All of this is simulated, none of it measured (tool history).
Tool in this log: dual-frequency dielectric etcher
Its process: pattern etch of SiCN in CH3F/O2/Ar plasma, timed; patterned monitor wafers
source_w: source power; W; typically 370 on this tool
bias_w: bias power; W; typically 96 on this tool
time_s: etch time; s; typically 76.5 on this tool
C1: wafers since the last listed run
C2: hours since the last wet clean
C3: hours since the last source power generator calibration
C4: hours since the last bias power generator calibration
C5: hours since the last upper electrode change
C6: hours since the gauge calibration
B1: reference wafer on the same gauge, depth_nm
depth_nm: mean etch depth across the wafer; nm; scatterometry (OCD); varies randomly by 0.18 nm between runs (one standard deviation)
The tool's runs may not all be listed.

{"run": 1, "hour": 0.0, "source_w": 370, "bias_w": 96, "time_s": 76.5, "C1": 0, "C2": 307.1, "C3": 3471.4, "C4": 3803.7, "C5": 3623.7, "C6": 61.5, "B1": 25.72, "depth_nm": 31.58}
{"run": 2, "hour": 27.1, "source_w": 370, "bias_w": 96, "time_s": 76.5, "C1": 320, "C2": 334.2, "C3": 3498.5, "C4": 3830.8, "C5": 3650.8, "C6": 88.6, "B1": 25.69, "depth_nm": 31.58}
{"run": 3, "hour": 50.2, "source_w": 370, "bias_w": 96, "time_s": 76.5, "C1": 273, "C2": 357.3, "C3": 3521.6, "C4": 3853.9, "C5": 3673.9, "C6": 111.7, "B1": 25.68, "depth_nm": 31.6}
{"run": 4, "hour": 72.0, "source_w": 370, "bias_w": 96, "time_s": 76.5, "C1": 257, "C2": 379.1, "C3": 3543.4, "C4": 3875.7, "C5": 3695.7, "C6": 133.5, "B1": 25.67, "depth_nm": 31.74}
{"hour": 96.3, "done": "wet clean of the chamber"}
{"run": 5, "hour": 96.8, "source_w": 370, "bias_w": 85, "time_s": 76.5, "C1": 9, "C2": 0.5, "C3": 3568.2, "C4": 3900.5, "C5": 3720.5, "C6": 158.3, "B1": 25.69, "depth_nm": 28.49}
{"run": 6, "hour": 101.6, "source_w": 370, "bias_w": 85, "time_s": 76.5, "C1": 56, "C2": 5.3, "C3": 3573.0, "C4": 3905.3, "C5": 3725.3, "C6": 163.1, "B1": 25.7, "depth_nm": 28.69}
{"run": 7, "hour": 127.9, "source_w": 370, "bias_w": 96, "time_s": 76.5, "C1": 311, "C2": 31.6, "C3": 3599.3, "C4": 3931.6, "C5": 3751.6, "C6": 189.4, "B1": 25.77, "depth_nm": 30.28}
{"run": 8, "hour": 142.0, "source_w": 370, "bias_w": 96, "time_s": 76.5, "C1": 166, "C2": 45.7, "C3": 3613.4, "C4": 3945.7, "C5": 3765.7, "C6": 203.5, "B1": 25.68, "depth_nm": 30.46}
{"run": 9, "hour": 166.7, "source_w": 370, "bias_w": 96, "time_s": 76.5, "C1": 292, "C2": 70.4, "C3": 3638.1, "C4": 3970.4, "C5": 3790.4, "C6": 228.2, "B1": 25.7, "depth_nm": 30.47}
{"run": 10, "hour": 244.1, "source_w": 370, "bias_w": 96, "time_s": 76.5, "C1": 915, "C2": 147.8, "C3": 3715.5, "C4": 4047.8, "C5": 3867.8, "C6": 305.6, "B1": 25.7, "depth_nm": 30.6}
{"run": 11, "hour": 261.4, "source_w": 370, "bias_w": 96, "time_s": 76.5, "C1": 204, "C2": 165.1, "C3": 3732.8, "C4": 4065.1, "C5": 3885.1, "C6": 322.9, "B1": 25.67, "depth_nm": 30.64}
{"run": 12, "hour": 295.6, "source_w": 370, "bias_w": 96, "time_s": 76.5, "C1": 404, "C2": 199.3, "C3": 3767.0, "C4": 4099.3, "C5": 3919.3, "C6": 357.1, "B1": 25.71, "depth_nm": 31.13}
{"run": 13, "hour": 322.4, "source_w": 370, "bias_w": 109, "time_s": 76.5, "C1": 317, "C2": 226.1, "C3": 3793.8, "C4": 4126.1, "C5": 3946.1, "C6": 383.9, "B1": 25.64, "depth_nm": 32.55}
{"hour": 361.9, "done": "upper electrode replaced"}
{"run": 14, "hour": 362.4, "source_w": 370, "bias_w": 109, "time_s": 76.5, "C1": 189, "C2": 266.1, "C3": 3833.8, "C4": 4166.1, "C5": 0.5, "C6": 423.9, "B1": 25.73, "depth_nm": 33.04}
{"run": 15, "hour": 365.7, "source_w": 350, "bias_w": 96, "time_s": 76.5, "C1": 39, "C2": 269.4, "C3": 3837.1, "C4": 4169.4, "C5": 3.8, "C6": 427.2, "B1": 25.69, "depth_nm": 30.57}
{"run": 16, "hour": 381.4, "source_w": 370, "bias_w": 96, "time_s": 76.5, "C1": 185, "C2": 285.1, "C3": 3852.8, "C4": 4185.1, "C5": 19.5, "C6": 442.9, "B1": 25.69, "depth_nm": 31.41}
{"hour": 407.7, "done": "source power generator calibrated"}
{"run": 17, "hour": 408.4, "source_w": 370, "bias_w": 96, "time_s": 76.5, "C1": 272, "C2": 312.1, "C3": 0.7, "C4": 4212.1, "C5": 46.5, "C6": 469.9, "B1": 25.68, "depth_nm": 31.21}
{"run": 18, "hour": 438.2, "source_w": 320, "bias_w": 85, "time_s": 76.5, "C1": 352, "C2": 341.9, "C3": 30.5, "C4": 4241.9, "C5": 76.3, "C6": 499.7, "B1": 25.72, "depth_nm": 28.51}
{"run": 19, "hour": 457.5, "source_w": 460, "bias_w": 114, "time_s": 64.5, "C1": 228, "C2": 361.2, "C3": 49.8, "C4": 4261.2, "C5": 95.6, "C6": 519.0, "B1": 25.65, "depth_nm": 31.03}
{"hour": 494.8, "done": "wet clean of the chamber"}
{"run": 20, "hour": 495.3, "source_w": 430, "bias_w": 96, "time_s": 62.0, "C1": 163, "C2": 0.5, "C3": 87.6, "C4": 4299.0, "C5": 133.4, "C6": 556.8, "B1": 25.72, "depth_nm": 25.65}
{"run": 21, "hour": 496.4, "source_w": 420, "bias_w": 87, "time_s": 97.0, "C1": 13, "C2": 1.6, "C3": 88.7, "C4": 4300.1, "C5": 134.5, "C6": 557.9, "B1": 25.65, "depth_nm": 38.37}
{"hour": 508.2, "done": "gauge calibrated"}
{"run": 22, "hour": 531.4, "source_w": 340, "bias_w": 105, "time_s": 76.5, "C1": 414, "C2": 36.6, "C3": 123.7, "C4": 4335.1, "C5": 169.5, "C6": 23.2, "B1": 25.67, "depth_nm": 30.37}
{"hour": 548.7, "done": "bias power generator calibrated"}
{"run": 23, "hour": 555.0, "source_w": 370, "bias_w": 96, "time_s": 76.5, "C1": 231, "C2": 60.2, "C3": 147.3, "C4": 6.3, "C5": 193.1, "C6": 46.8, "B1": 25.74, "depth_nm": 30.17}
{"run": 24, "hour": 571.7, "source_w": 420, "bias_w": 87, "time_s": 97.0, "C1": 197, "C2": 76.9, "C3": 164.0, "C4": 23.0, "C5": 209.8, "C6": 63.5, "B1": 25.72, "depth_nm": 38.58}
{"run": 25, "hour": 605.0, "source_w": 370, "bias_w": 114, "time_s": 56.5, "C1": 393, "C2": 110.2, "C3": 197.3, "C4": 56.3, "C5": 243.1, "C6": 96.8, "B1": 25.73, "depth_nm": 24.18}
{"run": 26, "hour": 626.2, "source_w": 370, "bias_w": 96, "time_s": 76.5, "C1": 250, "C2": 131.4, "C3": 218.5, "C4": 77.5, "C5": 264.3, "C6": 118.0, "B1": 25.65, "depth_nm": 30.69}
{"run": 27, "hour": 660.4, "source_w": 370, "bias_w": 112, "time_s": 76.5, "C1": 404, "C2": 165.6, "C3": 252.7, "C4": 111.7, "C5": 298.5, "C6": 152.2, "B1": 25.69, "depth_nm": 32.8}
{"run": 28, "hour": 674.2, "source_w": 290, "bias_w": 88, "time_s": 76.5, "C1": 163, "C2": 179.4, "C3": 266.5, "C4": 125.5, "C5": 312.3, "C6": 166.0, "B1": 25.75, "depth_nm": 27.19}
{"run": 29, "hour": 703.1, "source_w": 370, "bias_w": 96, "time_s": 76.5, "C1": 341, "C2": 208.3, "C3": 295.4, "C4": 154.4, "C5": 341.2, "C6": 194.9, "B1": 25.67, "depth_nm": 30.75}

Each row is a separate what-if for the run after 29, all from the same tool condition, not one after another. Results?
{"run": "A", "hour": 703.5, "source_w": 430, "bias_w": 96, "time_s": 76.5, "C1": 4, "C2": 208.7, "C3": 295.8, "C4": 154.8, "C5": 341.6, "C6": 195.3, "B1": "?", "depth_nm": "?"}
{"run": "B", "hour": 703.5, "source_w": 460, "bias_w": 96, "time_s": 76.5, "C1": 4, "C2": 208.7, "C3": 295.8, "C4": 154.8, "C5": 341.6, "C6": 195.3, "B1": "?", "depth_nm": "?"}
{"run": "C", "hour": 703.5, "source_w": 400, "bias_w": 96, "time_s": 85.5, "C1": 4, "C2": 208.7, "C3": 295.8, "C4": 154.8, "C5": 341.6, "C6": 195.3, "B1": "?", "depth_nm": "?"}
{"run": "D", "hour": 703.5, "source_w": 450, "bias_w": 106, "time_s": 65.0, "C1": 4, "C2": 208.7, "C3": 295.8, "C4": 154.8, "C5": 341.6, "C6": 195.3, "B1": "?", "depth_nm": "?"}

run=A B1=25.69 depth_nm=32.59
run=B B1=25.69 depth_nm=33.42
run=C B1=25.69 depth_nm=35.46
run=D B1=25.69 depth_nm=29.39
Stripped of hidden state, with their random variation kept, the same runs would have yielded:
run=A depth_nm=31.66
run=B depth_nm=32.47
run=C depth_nm=34.44
run=D depth_nm=28.55
